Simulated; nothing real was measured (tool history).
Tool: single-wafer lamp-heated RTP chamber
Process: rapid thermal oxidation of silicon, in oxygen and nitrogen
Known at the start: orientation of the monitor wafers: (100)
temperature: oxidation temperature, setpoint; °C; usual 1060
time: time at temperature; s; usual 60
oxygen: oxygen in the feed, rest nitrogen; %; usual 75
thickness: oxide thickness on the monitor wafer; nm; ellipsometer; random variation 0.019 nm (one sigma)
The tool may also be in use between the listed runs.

run,hour,temperature,time,oxygen,"read-back reference wafer on the same gauge, thickness",thickness
1,0.0,1060,60,75,8.631,8.150
2,70.5,1060,60,75,8.625,8.147
3,95.0,1060,60,75,8.635,8.153
4,135.6,1060,60,75,8.626,8.182
5,188.4,1060,60,75,8.631,8.202
6,353.3,1060,60,75,8.626,8.023
7,413.5,1060,60,75,8.633,8.092
8,475.8,1045,60,75,8.630,7.312
9,545.5,1035,73,98,8.623,8.201
10,606.4,1060,49,75,8.631,7.440
11,657.4,1060,60,75,8.629,8.145
12,780.4,1060,60,75,8.622,8.199
13,838.0,1060,80,75,8.636,9.355
14,888.6,1060,60,75,8.630,8.235

Not shown: 4 entries that the log had between the listed runs. Between which runs, and how does the tool's hidden state differ before and after?
Between runs 5 and 6: pyrometer window cleaned and pyrometer calibrated (hour 267.5); gauge calibrated (hour 281.3)
  true wafer temperature minus pyrometer reading, K: 4.39 -> 1.22
  measured less the result without the state, thickness: +0.239 -> +0.066 nm
Between runs 7 and 8: oxygen flow controller replaced (hour 428.1)
  true wafer temperature minus pyrometer reading, K: 1.64 -> 2.07
  measured less the result without the state, thickness: +0.089 -> +0.104 nm
Between runs 13 and 14: gauge calibrated (hour 850.8)
  true wafer temperature minus pyrometer reading, K: 4.59 -> 4.94
  measured less the result without the state, thickness: +0.285 -> +0.269 nm
